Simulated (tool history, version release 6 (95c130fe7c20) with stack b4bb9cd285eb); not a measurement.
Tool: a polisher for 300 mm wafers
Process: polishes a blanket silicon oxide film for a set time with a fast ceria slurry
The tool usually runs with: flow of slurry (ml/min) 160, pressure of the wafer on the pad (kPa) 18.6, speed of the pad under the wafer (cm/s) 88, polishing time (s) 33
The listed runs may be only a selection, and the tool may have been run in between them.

| run | hour | flow of slurry (ml/min) | pressure of the wafer on the pad (kPa) | speed of the pad under the wafer (cm/s) | polishing time (s) | incoming thickness of the incoming film, nm | film removed (nm) |
|---|---|---|---|---|---|---|---|
| 1 | 0 | 160 | 18.6 | 88 | 33 | 3944.3 | 472.7 |
| 2 | 65.9 | 160 | 18.6 | 88 | 33 | 3938 | 471.9 |
| 3 | 152.6 | 160 | 18.6 | 88 | 33 | 3941.2 | 473.1 |
| 4 | 191.5 | 160 | 18.6 | 88 | 33 | 3891.7 | 475.6 |
|  | 218.9 | worn pad replaced by a new one |
|  | 273.4 | head pressure recalibrated |
| 5 | 277.9 | 160 | 18.6 | 104 | 30 | 3999.7 | 503.3 |
| 6 | 354.4 | 160 | 18.6 | 88 | 33 | 3928.1 | 490 |
| 7 | 454 | 160 | 18.6 | 88 | 33 | 3998.2 | 477.1 |
| 8 | 533.3 | 160 | 18.6 | 88 | 33 | 3989.8 | 466.2 |
|  | 548 | slurry nozzle cleaned |
|  | 577.7 | worn pad replaced by a new one |
| 9 | 636.1 | 160 | 18.6 | 88 | 33 | 3986.5 | 437 |
| 10 | 693.2 | 160 | 18.6 | 88 | 33 | 4008.5 | 429.9 |
| 11 | 732.5 | 160 | 18.6 | 88 | 33 | 3965.9 | 433.8 |
| 12 | 819.5 | 190 | 18.6 | 102 | 28 | 3970.6 | 413.6 |
| 13 | 898.2 | 160 | 18.6 | 88 | 33 | 3958.1 | 420.2 |
| 14 | 936.9 | 160 | 18.6 | 88 | 33 | 3934.5 | 428.5 |
| 15 | 990.8 | 195 | 20.7 | 114 | 25 | 3929.3 | 459.3 |
|  | 994.9 | head pressure recalibrated |
|  | 1007.6 | worn pad replaced by a new one, repeated, since the last time left the tool worse |
| 16 | 1097.2 | 140 | 18.6 | 96 | 36 | 3953.1 | 555.3 |
| 17 | 1191.8 | 130 | 15.9 | 88 | 37 | 3901.7 | 439.7 |
| 18 | 1241.1 | 160 | 24.8 | 106 | 33 | 3962.4 | 740.3 |
| 19 | 1291.2 | 160 | 18.6 | 72 | 33 | 3961.9 | 406.1 |
| 20 | 1368.4 | 160 | 18.6 | 88 | 28 | 3944.4 | 407.3 |
|  | 1412.6 | worn pad replaced by a new one |
| 21 | 1438.4 | 160 | 20.7 | 88 | 33 | 3890.9 | 541 |
| 22 | 1493.3 | 160 | 20 | 88 | 33 | 3952.9 | 506.7 |
|  | 1504.5 | slurry nozzle cleaned |
|  | 1595.2 | head pressure recalibrated |
|  | 1752.7 | worn pad replaced by a new one |
| 23 | 1783.1 | 160 | 18.6 | 88 | 33 | 3960.4 | 486.9 |

Branching from run 23: 3 alternative next runs. What would each branch give?
| A | 1783.5 | 190 | 18.6 | 88 | 33 | 3967.4 | ? |
| B | 1783.5 | 160 | 14.5 | 114 | 40 | 3967.4 | ? |
| C | 1783.5 | 160 | 18.6 | 76 | 42 | 3967.4 | ? |

| run | film removed (nm) |
|---|---|
| A | 507.2 |
| B | 572.4 |
| C | 563.7 |
With the hidden condition removed and each run's random variation left untouched, the same runs would have given:
| run | film removed (nm) |
|---|---|
| A | 513.6 |
| B | 579.6 |
| C | 570.7 |

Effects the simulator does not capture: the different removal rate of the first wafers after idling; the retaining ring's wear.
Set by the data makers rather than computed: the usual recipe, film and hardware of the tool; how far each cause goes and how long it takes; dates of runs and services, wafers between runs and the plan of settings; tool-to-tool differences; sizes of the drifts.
